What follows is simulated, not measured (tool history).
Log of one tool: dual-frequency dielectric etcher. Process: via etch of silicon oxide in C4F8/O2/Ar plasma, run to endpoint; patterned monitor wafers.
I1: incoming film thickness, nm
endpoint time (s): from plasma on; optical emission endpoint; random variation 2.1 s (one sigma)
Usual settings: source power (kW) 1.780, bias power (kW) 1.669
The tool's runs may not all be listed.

{"run": 1, "hour": 0.0, "source power (kW)": 1.53, "bias power (kW)": 1.669, "I1": 1519.4, "endpoint time (s)": 364.0}
{"run": 2, "hour": 15.2, "source power (kW)": 1.53, "bias power (kW)": 1.669, "I1": 1518.6, "endpoint time (s)": 362.3}
{"run": 3, "hour": 46.1, "source power (kW)": 1.78, "bias power (kW)": 1.342, "I1": 1526.7, "endpoint time (s)": 377.2}
{"run": 4, "hour": 59.3, "source power (kW)": 1.78, "bias power (kW)": 1.342, "I1": 1522.0, "endpoint time (s)": 371.8}
{"run": 5, "hour": 73.6, "source power (kW)": 1.78, "bias power (kW)": 1.669, "I1": 1520.1, "endpoint time (s)": 342.0}
{"run": 6, "hour": 103.4, "source power (kW)": 1.78, "bias power (kW)": 1.566, "I1": 1540.7, "endpoint time (s)": 358.8}
{"run": 7, "hour": 131.5, "source power (kW)": 1.78, "bias power (kW)": 1.566, "I1": 1511.9, "endpoint time (s)": 351.8}
{"run": 8, "hour": 150.4, "source power (kW)": 1.78, "bias power (kW)": 1.669, "I1": 1523.9, "endpoint time (s)": 348.1}
{"run": 9, "hour": 169.2, "source power (kW)": 1.78, "bias power (kW)": 1.409, "I1": 1515.3, "endpoint time (s)": 368.6}
{"run": 10, "hour": 185.8, "source power (kW)": 1.78, "bias power (kW)": 1.669, "I1": 1515.8, "endpoint time (s)": 346.3}
{"run": 11, "hour": 207.5, "source power (kW)": 1.78, "bias power (kW)": 1.558, "I1": 1521.6, "endpoint time (s)": 355.8}
{"run": 12, "hour": 230.7, "source power (kW)": 1.78, "bias power (kW)": 1.558, "I1": 1527.8, "endpoint time (s)": 357.7}
{"run": 13, "hour": 246.4, "source power (kW)": 1.88, "bias power (kW)": 1.758, "I1": 1515.1, "endpoint time (s)": 333.4}
{"run": 14, "hour": 265.6, "source power (kW)": 1.88, "bias power (kW)": 1.758, "I1": 1518.1, "endpoint time (s)": 334.0}
{"run": 15, "hour": 287.4, "source power (kW)": 1.54, "bias power (kW)": 1.378, "I1": 1526.1, "endpoint time (s)": 397.8}
{"hour": 337.2, "done": "wet clean of the chamber"}
{"run": 16, "hour": 337.7, "source power (kW)": 1.78, "bias power (kW)": 1.669, "I1": 1522.0, "endpoint time (s)": 338.1}
{"run": 17, "hour": 343.0, "source power (kW)": 1.51, "bias power (kW)": 1.79, "I1": 1515.3, "endpoint time (s)": 348.6}
{"run": 18, "hour": 356.2, "source power (kW)": 1.78, "bias power (kW)": 1.409, "I1": 1524.9, "endpoint time (s)": 358.2}
{"run": 19, "hour": 382.7, "source power (kW)": 1.78, "bias power (kW)": 1.669, "I1": 1513.8, "endpoint time (s)": 339.4}
{"hour": 390.5, "done": "bias power generator calibrated"}
{"run": 20, "hour": 406.5, "source power (kW)": 1.97, "bias power (kW)": 1.796, "I1": 1517.3, "endpoint time (s)": 311.8}
{"run": 21, "hour": 436.4, "source power (kW)": 1.37, "bias power (kW)": 1.885, "I1": 1514.2, "endpoint time (s)": 356.2}
{"run": 22, "hour": 451.2, "source power (kW)": 2.18, "bias power (kW)": 1.286, "I1": 1512.5, "endpoint time (s)": 341.1}
{"hour": 465.8, "done": "source power generator calibrated"}
{"run": 23, "hour": 466.3, "source power (kW)": 1.78, "bias power (kW)": 1.407, "I1": 1523.2, "endpoint time (s)": 359.5}
{"run": 24, "hour": 504.5, "source power (kW)": 1.78, "bias power (kW)": 2.041, "I1": 1533.1, "endpoint time (s)": 316.9}
{"hour": 582.2, "done": "upper electrode replaced"}
{"run": 25, "hour": 611.2, "source power (kW)": 1.39, "bias power (kW)": 1.844, "I1": 1517.8, "endpoint time (s)": 363.1}
{"run": 26, "hour": 640.0, "source power (kW)": 1.78, "bias power (kW)": 1.824, "I1": 1513.7, "endpoint time (s)": 329.3}
{"run": 27, "hour": 706.3, "source power (kW)": 1.78, "bias power (kW)": 1.503, "I1": 1528.2, "endpoint time (s)": 360.5}
{"run": 28, "hour": 728.3, "source power (kW)": 1.98, "bias power (kW)": 1.547, "I1": 1529.4, "endpoint time (s)": 339.8}
{"run": 29, "hour": 754.1, "source power (kW)": 1.78, "bias power (kW)": 1.461, "I1": 1537.4, "endpoint time (s)": 370.2}

Measured less the same run without the tool's hidden state. The same run-to-run variation is in both; the gauge's scatter may not be:
The hidden state here: etch rate over this chamber's usual, %; source power that arrives over what is set, %; bias power that arrives over what is set, %.
run=1 endpoint_time_(s)=+5.2
run=2 endpoint_time_(s)=+5.5
run=3 endpoint_time_(s)=+6.5
run=4 endpoint_time_(s)=+6.7
run=5 endpoint_time_(s)=+6.5
run=6 endpoint_time_(s)=+7.5
run=7 endpoint_time_(s)=+8.0
run=8 endpoint_time_(s)=+8.3
run=9 endpoint_time_(s)=+9.2
run=10 endpoint_time_(s)=+9.1
run=11 endpoint_time_(s)=+9.8
run=12 endpoint_time_(s)=+10.4
run=13 endpoint_time_(s)=+10.0
run=14 endpoint_time_(s)=+10.5
run=15 endpoint_time_(s)=+13.0
run=16 endpoint_time_(s)=-2.0
run=17 endpoint_time_(s)=-1.9
run=18 endpoint_time_(s)=-1.6
run=19 endpoint_time_(s)=-1.0
run=20 endpoint_time_(s)=-0.4
run=21 endpoint_time_(s)=+0.1
run=22 endpoint_time_(s)=+0.4
run=23 endpoint_time_(s)=+0.9
run=24 endpoint_time_(s)=+1.5
run=25 endpoint_time_(s)=+4.2
run=26 endpoint_time_(s)=+4.4
run=27 endpoint_time_(s)=+6.3
run=28 endpoint_time_(s)=+6.5
run=29 endpoint_time_(s)=+7.6
